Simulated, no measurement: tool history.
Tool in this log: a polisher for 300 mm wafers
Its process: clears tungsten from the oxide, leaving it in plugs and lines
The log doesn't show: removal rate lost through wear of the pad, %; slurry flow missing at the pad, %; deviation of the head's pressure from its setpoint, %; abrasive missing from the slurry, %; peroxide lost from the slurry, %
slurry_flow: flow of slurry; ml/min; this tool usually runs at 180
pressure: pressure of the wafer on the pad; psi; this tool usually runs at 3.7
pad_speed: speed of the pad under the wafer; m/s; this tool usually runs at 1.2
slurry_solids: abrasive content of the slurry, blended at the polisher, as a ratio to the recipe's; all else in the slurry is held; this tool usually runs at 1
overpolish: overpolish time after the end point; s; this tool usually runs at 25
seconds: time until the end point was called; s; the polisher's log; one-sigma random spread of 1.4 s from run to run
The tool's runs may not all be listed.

run	hour	slurry_flow	pressure	pad_speed	slurry_solids	overpolish	wafers since the last listed run	wafers polished on this pad	hours since the slurry nozzle was cleaned	hours since the head pressure was calibrated	hours since the slurry blender was calibrated	hours since the slurry got fresh peroxide	incoming thickness of the incoming film, nm	seconds
1	0	180	4.5	1.2	0.7	25	0	237	432.4	282.8	25.5	716.1	554.6	69.8
2	51.3	145	3.7	1.2	1	30	540	778	483.7	334.1	76.8	767.4	551.2	83.7
# hour 90.1: slurry tank refilled with fresh slurry and peroxide
3	100.2	225	2.6	1.2	1	25	504	1283	532.6	383	125.7	10.1	540.9	106.2
4	172.4	205	5	1.04	1	20	761	2044	604.8	455.2	197.9	82.3	553.3	67.9
5	216.5	180	3.7	1.2	1	25	464	2509	648.9	499.3	242	126.4	547.1	80.2
# hour 225.4: slurry nozzle cleaned
6	293	200	3.7	1.2	1	25	795	3304	67.6	575.8	318.5	202.9	552.5	82.7
7	360	205	2.5	1.04	1	25	706	4011	134.6	642.8	385.5	269.9	546.6	131.1
8	441.5	180	3.7	1.2	1	25	859	4870	216.1	724.3	467	351.4	560.2	82.6
9	491.8	180	3.7	1.2	1	25	530	5400	266.4	774.6	517.3	401.7	555	83.9
10	544.6	125	4.4	0.94	0.9	25	556	5957	319.2	827.4	570.1	454.5	551.1	87.1
11	612.2	180	3.7	1.2	1.25	25	712	6669	386.8	895	637.7	522.1	543.6	78.3
# hour 645.9: worn pad replaced by a new one
12	703.6	180	2.7	1.2	1	25	921	608	478.2	986.4	729.1	613.5	548.4	111
# hour 755.1: slurry blender recalibrated
# hour 767.8: slurry tank refilled with fresh slurry and peroxide
13	787.3	180	3.7	1.56	1.25	25	850	1458	561.9	1070.1	32.2	19.5	548.4	65.7
# hour 839.8: slurry nozzle cleaned
14	863.7	120	4.8	1.2	1	25	794	2253	23.9	1146.5	108.6	95.9	549.3	68.7
# hour 875.2: head pressure recalibrated
15	901.8	180	4.5	1.2	1.1	25	380	2634	62	26.6	146.7	134	555.8	68.5
16	985.1	180	3.7	1.36	1	18	878	3512	145.3	109.9	230	217.3	549.2	75
17	1070.1	180	3.7	1.2	1	25	895	4408	230.3	194.9	315	302.3	551.3	84.4
18	1127.7	180	3.2	1.58	1.2	38	607	5015	287.9	252.5	372.6	359.9	549.9	76.3
19	1182.4	230	2.4	1.08	1.25	25	576	5591	342.6	307.2	427.3	414.6	561.2	129.9
20	1279	180	3.7	1.46	1	25	1018	6610	439.2	403.8	523.9	511.2	542.8	71.4
21	1383.3	115	3.7	1.2	1	20	1099	7709	543.5	508.1	628.2	615.5	553	87.9
22	1432.8	180	5	1.2	1	33	521	8231	593	557.6	677.7	665	555.6	61.4
# hour 1441.9: slurry nozzle cleaned
# hour 1444.8: worn pad replaced by a new one
23	1478.8	180	3.7	1.2	1	25	443	358	36.9	603.6	723.7	711	558	81.9
# hour 1526.2: slurry tank refilled with fresh slurry and peroxide
# hour 1544.7: slurry blender recalibrated
24	1577.6	200	3.7	1.4	1.3	31	1009	1367	135.7	702.4	32.9	51.4	541	67.4
25	1739.5	135	3.7	1.2	0.8	25	1706	3074	297.6	864.3	194.8	213.3	551.9	87.9

Consider 5 possible next runs. They are alternatives, not a sequence: every one starts from the tool as it was left by run 25. What does each give?
A	1740	180	3.7	1.2	1	12	5	3079	298.1	864.8	195.3	213.8	551.8	?
B	1740	230	2.5	1.2	0.9	37	5	3079	298.1	864.8	195.3	213.8	551.8	?
C	1740	180	3.3	1.6	1.1	25	5	3079	298.1	864.8	195.3	213.8	551.8	?
D	1740	180	3.2	1.2	1	30	5	3079	298.1	864.8	195.3	213.8	551.8	?
E	1740	180	3.7	1.2	1.1	25	5	3079	298.1	864.8	195.3	213.8	551.8	?

run	seconds
A	83.7
B	121.4
C	75.6
D	96.7
E	82.5
With no hidden state in the tool, these same runs would have given:
run	seconds
A	83.7
B	121.4
C	75.6
D	96.7
E	82.5
